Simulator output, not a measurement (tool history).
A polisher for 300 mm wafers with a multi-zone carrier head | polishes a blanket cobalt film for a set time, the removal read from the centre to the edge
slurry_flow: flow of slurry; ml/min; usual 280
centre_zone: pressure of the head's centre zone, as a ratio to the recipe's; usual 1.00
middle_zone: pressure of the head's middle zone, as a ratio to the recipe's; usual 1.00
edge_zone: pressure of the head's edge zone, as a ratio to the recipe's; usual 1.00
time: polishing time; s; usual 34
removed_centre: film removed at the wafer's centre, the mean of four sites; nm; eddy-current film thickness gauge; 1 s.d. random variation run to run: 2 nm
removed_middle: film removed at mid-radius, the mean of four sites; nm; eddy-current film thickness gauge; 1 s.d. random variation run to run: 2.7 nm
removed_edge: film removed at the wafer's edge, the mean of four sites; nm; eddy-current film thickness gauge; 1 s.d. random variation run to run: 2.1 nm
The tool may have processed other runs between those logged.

| run | hour | slurry_flow | centre_zone | middle_zone | edge_zone | time | incoming thickness of the incoming film, nm | removed_centre | removed_middle | removed_edge |
|---|---|---|---|---|---|---|---|---|---|---|
| 1 | 0.0 | 280 | 0.89 | 1.07 | 1.00 | 34 | 1368.0 | 163.7 | 190.3 | 180.9 |
| 2 | 106.3 | 280 | 1.00 | 1.00 | 1.00 | 34 | 1334.4 | 177.5 | 180.6 | 177.4 |
| 3 | 155.6 | 280 | 1.00 | 1.00 | 1.00 | 34 | 1354.1 | 179.3 | 182.9 | 178.7 |
|  | 172.9 | worn pad replaced by a new one |
| 4 | 210.5 | 280 | 1.00 | 1.00 | 1.00 | 34 | 1350.4 | 183.1 | 177.8 | 181.5 |
| 5 | 251.0 | 325 | 1.00 | 1.00 | 1.00 | 34 | 1355.7 | 177.6 | 178.0 | 183.7 |
| 6 | 357.1 | 280 | 1.00 | 1.00 | 0.92 | 34 | 1350.9 | 180.8 | 184.2 | 172.9 |
|  | 378.1 | edge zone pressure recalibrated |
|  | 406.1 | slurry nozzle cleaned |
|  | 422.0 | centre zone pressure recalibrated |
| 7 | 449.8 | 365 | 1.00 | 1.06 | 1.00 | 40 | 1354.1 | 214.9 | 231.6 | 219.2 |
| 8 | 523.2 | 280 | 1.00 | 1.00 | 1.00 | 34 | 1340.0 | 179.6 | 181.1 | 176.9 |
| 9 | 615.7 | 195 | 1.00 | 0.88 | 1.00 | 29 | 1379.2 | 149.6 | 135.3 | 150.6 |
| 10 | 723.8 | 280 | 1.00 | 1.00 | 1.00 | 26 | 1350.2 | 136.3 | 139.9 | 140.5 |
| 11 | 797.2 | 280 | 1.00 | 1.00 | 1.00 | 34 | 1363.7 | 180.9 | 183.0 | 180.5 |
| 12 | 876.0 | 280 | 1.00 | 0.95 | 1.00 | 34 | 1346.0 | 179.4 | 174.1 | 177.7 |
| 13 | 933.8 | 280 | 1.00 | 1.00 | 1.00 | 34 | 1353.8 | 181.4 | 178.0 | 182.2 |
| 14 | 1014.3 | 280 | 1.00 | 1.07 | 1.00 | 34 | 1376.6 | 180.9 | 188.9 | 182.6 |
|  | 1027.8 | worn pad replaced by a new one |
| 15 | 1100.4 | 280 | 1.00 | 1.00 | 1.00 | 34 | 1353.4 | 184.9 | 175.4 | 179.0 |
| 16 | 1210.3 | 280 | 1.00 | 1.00 | 1.00 | 34 | 1359.4 | 180.5 | 180.1 | 180.1 |
|  | 1218.3 | edge zone pressure recalibrated |
|  | 1249.5 | slurry nozzle cleaned |
| 17 | 1281.2 | 280 | 1.04 | 1.08 | 1.00 | 34 | 1354.0 | 186.0 | 195.8 | 179.7 |
|  | 1314.2 | carrier head's membrane replaced by a new one |
| 18 | 1331.7 | 215 | 1.12 | 1.00 | 1.00 | 34 | 1375.8 | 190.9 | 177.2 | 173.7 |
| 19 | 1371.1 | 280 | 1.00 | 1.00 | 1.00 | 45 | 1331.0 | 240.5 | 240.4 | 240.5 |
| 20 | 1443.5 | 215 | 1.04 | 0.94 | 1.00 | 27 | 1336.8 | 143.3 | 134.0 | 138.1 |
| 21 | 1504.4 | 280 | 1.00 | 1.00 | 1.05 | 34 | 1339.2 | 181.0 | 175.4 | 184.0 |
| 22 | 1565.0 | 280 | 1.00 | 1.00 | 1.00 | 34 | 1355.6 | 183.9 | 181.5 | 177.7 |

Branching from run 22: 4 alternative next runs. What would each branch give?
| A | 1565.4 | 280 | 1.00 | 1.00 | 1.00 | 34 | 1363.3 | ? | ? | ? |
| B | 1565.4 | 310 | 1.00 | 1.08 | 1.00 | 34 | 1363.3 | ? | ? | ? |
| C | 1565.4 | 240 | 0.92 | 1.00 | 1.00 | 34 | 1363.3 | ? | ? | ? |
| D | 1565.4 | 280 | 0.89 | 1.00 | 1.00 | 41 | 1363.3 | ? | ? | ? |

| run | removed_centre | removed_middle | removed_edge |
|---|---|---|---|
| A | 180.0 | 183.1 | 178.9 |
| B | 182.1 | 197.4 | 180.1 |
| C | 164.8 | 180.0 | 176.6 |
| D | 197.1 | 220.8 | 215.7 |
Had the tool no hidden state, the same runs would have come out as:
| run | removed_centre | removed_middle | removed_edge |
|---|---|---|---|
| A | 180.0 | 183.1 | 178.9 |
| B | 182.1 | 197.4 | 180.1 |
| C | 164.8 | 180.0 | 176.6 |
| D | 197.1 | 220.8 | 215.7 |
